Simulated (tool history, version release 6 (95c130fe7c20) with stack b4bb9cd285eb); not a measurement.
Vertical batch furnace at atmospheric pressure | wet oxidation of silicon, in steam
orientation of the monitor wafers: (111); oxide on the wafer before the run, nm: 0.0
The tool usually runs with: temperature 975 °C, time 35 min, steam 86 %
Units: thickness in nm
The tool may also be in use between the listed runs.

run,hour,temperature,time,steam,wafers since the last listed run,hours since the last temperature calibration,hours since the steam generator was serviced,hours since the gauge calibration,"read-back reference wafer on the same gauge, thickness",thickness
1,0,975,35,86,0,5186.5,1523.7,101.9,244.03,275.34
2,29.6,975,35,86,454,5216.1,1553.3,131.5,244.09,275.55
3,43.4,975,35,86,212,5229.9,1567.1,145.3,243.99,275.62
4,66.5,986,35,77,355,5253,1590.2,168.4,244.13,277.62
5,95.2,986,35,77,441,5281.7,1618.9,197.1,243.94,277.51
6,111.3,986,35,77,247,5297.8,1635,213.2,244.06,276.81
7,123.3,975,35,86,184,5309.8,1647,225.2,243.85,274.99
# hour 160.9: thermocouples replaced and temperature profile calibrated
8,161.4,975,35,86,216,0.5,1685.1,263.3,244.09,274.93
9,174.5,975,22,90,201,13.6,1698.2,276.4,243.96,203.27
10,208.3,975,35,86,519,47.4,1732,310.2,243.88,274.99
11,229.8,975,35,86,330,68.9,1753.5,331.7,243.91,274.09
# hour 254: gauge calibrated
# hour 259.9: steam generator serviced
12,260.4,964,35,93,101,99.5,0.5,6.4,243.97,281.47
13,272.5,969,21,86,185,111.6,12.6,18.5,243.97,189.83
14,306.6,975,40.5,90,524,145.7,46.7,52.6,243.97,329.63
15,320.6,975,23,86,215,159.7,60.7,66.6,244,213.94
16,333.2,964,35,93,193,172.3,73.3,79.2,243.95,280.04

5 ways to go on from here, each from the tool as it stands after run 16. What would each give?
A,337.8,975,29.5,86,70,176.9,77.9,83.8,?,?
B,337.8,975,35,76,70,176.9,77.9,83.8,?,?
C,337.8,995,35,93,70,176.9,77.9,83.8,?,?
D,337.8,966,35,75,70,176.9,77.9,83.8,?,?
E,337.8,995,49,86,70,176.9,77.9,83.8,?,?

run,"read-back reference wafer on the same gauge, thickness",thickness
A,243.99,256.26
B,243.99,265.08
C,243.99,352.06
D,243.99,243.8
E,243.99,416.32
Stripped of hidden state, with their random variation kept, the same runs would have yielded:
run,thickness
A,257.46
B,266.31
C,353.57
D,244.97
E,418.06
